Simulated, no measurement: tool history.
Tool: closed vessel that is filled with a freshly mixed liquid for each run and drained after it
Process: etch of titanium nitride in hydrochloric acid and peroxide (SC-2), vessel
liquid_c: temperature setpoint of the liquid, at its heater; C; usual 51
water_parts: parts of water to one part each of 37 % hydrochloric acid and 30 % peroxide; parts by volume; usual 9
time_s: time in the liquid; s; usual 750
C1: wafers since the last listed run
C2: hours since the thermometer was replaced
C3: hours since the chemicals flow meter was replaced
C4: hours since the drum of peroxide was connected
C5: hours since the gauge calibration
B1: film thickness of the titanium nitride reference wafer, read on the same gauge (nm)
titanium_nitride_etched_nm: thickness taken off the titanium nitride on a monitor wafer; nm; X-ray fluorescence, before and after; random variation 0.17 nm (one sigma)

Run 1, day 0: usual settings; C1 0; C2 1554.2; C3 1482.1; C4 317.7; C5 1809.2; B1 134.76. Result: titanium_nitride_etched_nm 33.87 nm.
Run 2, day 4.471: usual settings; C1 6198; C2 1661.5; C3 1589.4; C4 425; C5 1916.5; B1 134.24. Result: titanium_nitride_etched_nm 33.68 nm.
Run 3, day 6.633: usual settings but liquid_c 57.5 C, water_parts 7 parts by volume; C1 2998; C2 1713.4; C3 1641.3; C4 476.9; C5 1968.4; B1 133.91. Result: titanium_nitride_etched_nm 63.56 nm.
At day 6.746: gauge calibrated.
Run 4, day 9.892: usual settings but time_s 1085 s; C1 4517; C2 1791.6; C3 1719.5; C4 555.1; C5 75.5; B1 139.53. Result: titanium_nitride_etched_nm 50.81 nm.
Run 5, day 11.625: usual settings but liquid_c 57 C, time_s 620 s; C1 2403; C2 1833.2; C3 1761.1; C4 596.7; C5 117.1; B1 139.51. Result: titanium_nitride_etched_nm 43.01 nm.
Run 6, day 14.971: usual settings but liquid_c 57 C, time_s 620 s; C1 4639; C2 1913.5; C3 1841.4; C4 677; C5 197.4; B1 139.47. Result: titanium_nitride_etched_nm 42.87 nm.
Run 7, day 17.308: usual settings but liquid_c 57 C, time_s 620 s; C1 3241; C2 1969.6; C3 1897.5; C4 733.1; C5 253.5; B1 139.43. Result: titanium_nitride_etched_nm 42.96 nm.
At day 18.883: chemicals flow meter replaced.
Run 8, day 18.954: usual settings but liquid_c 47 C; C1 2224; C2 2009.1; C3 1.7; C4 772.6; C5 293; B1 139.43. Result: titanium_nitride_etched_nm 26.91 nm.
Run 9, day 21.588: usual settings but liquid_c 47 C; C1 3651; C2 2072.3; C3 64.9; C4 835.8; C5 356.2; B1 139.33. Result: titanium_nitride_etched_nm 27.11 nm.
At day 24.15: thermometer replaced.
Run 10, day 24.596: usual settings but liquid_c 54.5 C, water_parts 7.5 parts by volume; C1 4113; C2 10.7; C3 137.1; C4 908; C5 428.4; B1 139.27. Result: titanium_nitride_etched_nm 51.02 nm.
Run 11, day 28.1: usual settings but time_s 600 s; C1 4858; C2 94.8; C3 221.2; C4 992.1; C5 512.5; B1 139.13. Result: titanium_nitride_etched_nm 28.05 nm.
Run 12, day 30.188: usual settings; C1 2894; C2 144.9; C3 271.3; C4 1042.2; C5 562.6; B1 139.1. Result: titanium_nitride_etched_nm 35.23 nm.
Run 13, day 32.008: usual settings; C1 2524; C2 188.6; C3 315; C4 1085.9; C5 606.3; B1 138.95. Result: titanium_nitride_etched_nm 35.01 nm.
Run 14, day 35.267: usual settings but liquid_c 60 C, water_parts 5.5 parts by volume; C1 4517; C2 266.8; C3 393.2; C4 1164.1; C5 684.5; B1 138.77. Result: titanium_nitride_etched_nm 91.44 nm.
At day 35.692: new drum of peroxide connected.
Run 15, day 39.65: usual settings but liquid_c 58.5 C, time_s 975 s; C1 6019; C2 372; C3 498.4; C4 95; C5 789.7; B1 138.57. Result: titanium_nitride_etched_nm 73.69 nm.
Run 16, day 43.521: usual settings but liquid_c 56.5 C, water_parts 11.5 parts by volume; C1 5367; C2 464.9; C3 591.3; C4 187.9; C5 882.6; B1 138.34. Result: titanium_nitride_etched_nm 40.34 nm.

Run 17 comes next. What will it give?
Run 17, day 45.212: usual settings; C1 2345; C2 505.5; C3 631.9; C4 228.5; C5 923.2; B1 ?. Result: titanium_nitride_etched_nm ?.

{"run 17": {"B1": 138.22, "titanium_nitride_etched_nm": 34.6}}
Without the tool's hidden state the same run would have given titanium_nitride_etched_nm 35.05 nm.

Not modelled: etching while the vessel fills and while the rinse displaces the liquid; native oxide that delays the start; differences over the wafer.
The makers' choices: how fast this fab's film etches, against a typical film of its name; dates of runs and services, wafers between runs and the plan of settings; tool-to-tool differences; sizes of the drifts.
